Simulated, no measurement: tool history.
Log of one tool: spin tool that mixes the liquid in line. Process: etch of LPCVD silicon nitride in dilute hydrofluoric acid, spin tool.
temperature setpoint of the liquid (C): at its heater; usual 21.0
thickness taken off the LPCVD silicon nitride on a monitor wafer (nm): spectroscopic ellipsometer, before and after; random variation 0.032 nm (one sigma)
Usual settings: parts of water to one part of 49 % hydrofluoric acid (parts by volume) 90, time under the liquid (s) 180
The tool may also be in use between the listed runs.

run	day	temperature setpoint of the liquid (C)	parts of water to one part of 49 % hydrofluoric acid (parts by volume)	time under the liquid (s)	wafers since the last listed run	hours since the thermometer was replaced	hours since the hydrofluoric acid flow meter was replaced	hours since the gauge calibration	read-back film thickness of the LPCVD silicon nitride reference wafer, read on the same gauge (nm)	thickness taken off the LPCVD silicon nitride on a monitor wafer (nm)
1	0.000	21.0	60	180	0	2117.5	241.2	933.0	30.012	1.248
2	1.550	21.0	55	180	227	2154.7	278.4	970.2	29.991	1.295
3	3.517	21.0	55	180	288	2201.9	325.6	1017.4	29.991	1.463
4	7.096	21.0	55	180	524	2287.8	411.5	1103.3	29.999	1.487
5	9.746	21.0	90	180	388	2351.4	475.1	1166.9	30.010	0.866
6	11.550	21.0	90	180	264	2394.7	518.4	1210.2	29.982	0.890
7	13.833	21.0	90	180	334	2449.5	573.2	1265.0	30.009	0.802
8	15.917	21.0	90	180	305	2499.5	623.2	1315.0	30.004	0.889
9	17.275	21.0	90	180	198	2532.1	655.8	1347.6	30.004	0.807
10	18.675	21.0	90	135	205	2565.7	689.4	1381.2	30.002	0.647
11	21.217	21.0	90	135	372	2626.7	750.4	1442.2	30.001	0.628
12	23.371	18.0	90	180	315	2678.4	802.1	1493.9	30.010	0.749
13	31.508	18.0	90	180	1192	2873.7	997.4	1689.2	29.980	0.708
14	33.383	21.0	120	265	274	2918.7	1042.4	1734.2	30.002	0.917
15	34.846	21.0	90	180	214	2953.8	1077.5	1769.3	29.965	0.889
# day 36.779: thermometer replaced
16	39.029	23.5	80	120	606	54.0	1177.9	1869.7	30.014	0.768
17	41.521	23.0	60	280	364	113.8	1237.7	1929.5	30.008	2.230
# day 41.554: gauge calibrated
18	42.646	25.0	110	230	164	140.8	1264.7	26.2	30.001	1.176
19	43.721	21.0	90	180	157	166.6	1290.5	52.0	29.994	0.850
20	46.133	25.5	115	235	353	224.5	1348.4	109.9	29.990	1.195
21	47.675	21.0	90	180	225	261.5	1385.4	146.9	30.011	0.870
22	49.379	22.5	90	130	249	302.4	1426.3	187.8	30.021	0.709
23	52.375	19.0	125	225	438	374.3	1498.2	259.7	29.975	0.682
# day 53.450: hydrofluoric acid flow meter replaced
24	53.971	24.0	105	180	227	412.6	12.5	298.0	29.998	0.894
25	56.796	23.5	80	120	413	480.4	80.3	365.8	30.015	0.795
26	59.042	21.0	90	220	328	534.3	134.2	419.7	30.000	1.068
27	67.712	21.0	90	180	1270	742.4	342.3	627.8	29.993	0.866

How the hidden state differs across the entries between the runs, from the last listed run before each to the first after it:
Between runs 15 and 16: thermometer replaced (day 36.779)
  no hidden state differs between the two runs
Between runs 17 and 18: gauge calibrated (day 41.554)
  no hidden state differs between the two runs
Between runs 23 and 24: hydrofluoric acid flow meter replaced (day 53.450)
  no hidden state differs between the two runs

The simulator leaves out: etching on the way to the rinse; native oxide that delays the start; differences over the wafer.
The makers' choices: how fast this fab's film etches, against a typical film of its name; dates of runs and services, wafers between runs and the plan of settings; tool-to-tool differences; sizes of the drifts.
